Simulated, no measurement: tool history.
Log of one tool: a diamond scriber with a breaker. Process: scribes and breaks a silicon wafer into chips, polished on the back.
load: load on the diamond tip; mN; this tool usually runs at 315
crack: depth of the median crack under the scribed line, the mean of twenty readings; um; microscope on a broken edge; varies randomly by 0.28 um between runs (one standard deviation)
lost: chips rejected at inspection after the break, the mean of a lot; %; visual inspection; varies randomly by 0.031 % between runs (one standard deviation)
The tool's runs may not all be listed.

run	hour	load	incoming depth of the damage left on the back of the incoming wafer, um	crack	lost
1	0	315	0.02	13.63	1.86
2	61.3	315	0.02	14.01	2.01
3	100.2	315	0.02	13.67	2.13
4	129.5	315	0.02	13.57	2.02
5	163.6	315	0.02	13.25	2.15
6	206.2	355	0.04	14.43	0.84
# hour 208.3: diamond tip replaced by a new one
7	267.7	355	0.03	15.44	1.02
8	307.4	315	0.03	14.86	0.78
9	337.6	315	0.02	14.39	0.88
10	362.8	315	0.01	14.39	1.02
11	401.2	315	0.01	13.81	1.1
12	459.9	315	0.03	14.28	1.28
13	492.9	315	0.05	13.94	1.31
14	521.8	315	0.03	13.81	1.4
15	581.2	315	0.03	13.53	1.43
16	609.4	315	0.02	13.8	1.61
# hour 698.2: load on the tip recalibrated
17	750.3	315	0.03	13.54	1.72
18	793.1	315	0.03	13.91	1.92
19	856.7	315	0.02	14.02	1.9
20	895.4	372	0.03	14.86	0.63
21	964	371	0.03	15.21	0.6
# hour 988.5: diamond tip replaced by a new one
22	1037.1	282	0.05	12.27	7.72
23	1099.1	315	0.03	12.59	6.9
24	1149.8	315	0.02	12.27	7.94
25	1180.7	377	0.04	13.45	3.14
26	1215.2	381	0.03	13.46	3.11
27	1282.6	406	0.04	13.93	2.2
28	1333	315	0.03	12.65	10.45
29	1380.7	408	0.04	13.14	2.66
# hour 1416.3: diamond tip replaced by a new one, repeated, since the last time left the tool worse
30	1432.3	315	0.02	15.04	0.67
31	1489.5	385	0.01	15.96	1.65
32	1548.1	250	0.02	13.07	4.41
33	1654.8	315	0.02	14.17	1.22
34	1719.6	392	0.04	15.2	1.04
35	1748.2	315	0.02	13.98	1.45
36	1810.4	357	0.02	15.09	0.73
37	1878.8	352	0.05	14.48	0.71
38	1915.4	349	0.05	14.3	0.83
39	1964.8	315	0.01	13.86	1.72
40	2030	315	0.02	14.01	1.79
41	2063	350	0.04	14.7	0.89
42	2118.1	246	0.05	12.24	6.55

Here are 3 independent what-if runs from the current tool condition. What would each one return?
A	2118.8	315	0.03	?	?
B	2118.8	232	0.03	?	?
C	2118.8	242	0.03	?	?

run	crack	lost
A	13.77	1.85
B	12.14	8.74
C	12.34	7.52
Take away the tool's hidden state, keep each run's random variation, and the runs would have read:
run	crack	lost
A	14.85	0.67
B	13.09	3.9
C	13.31	3.12
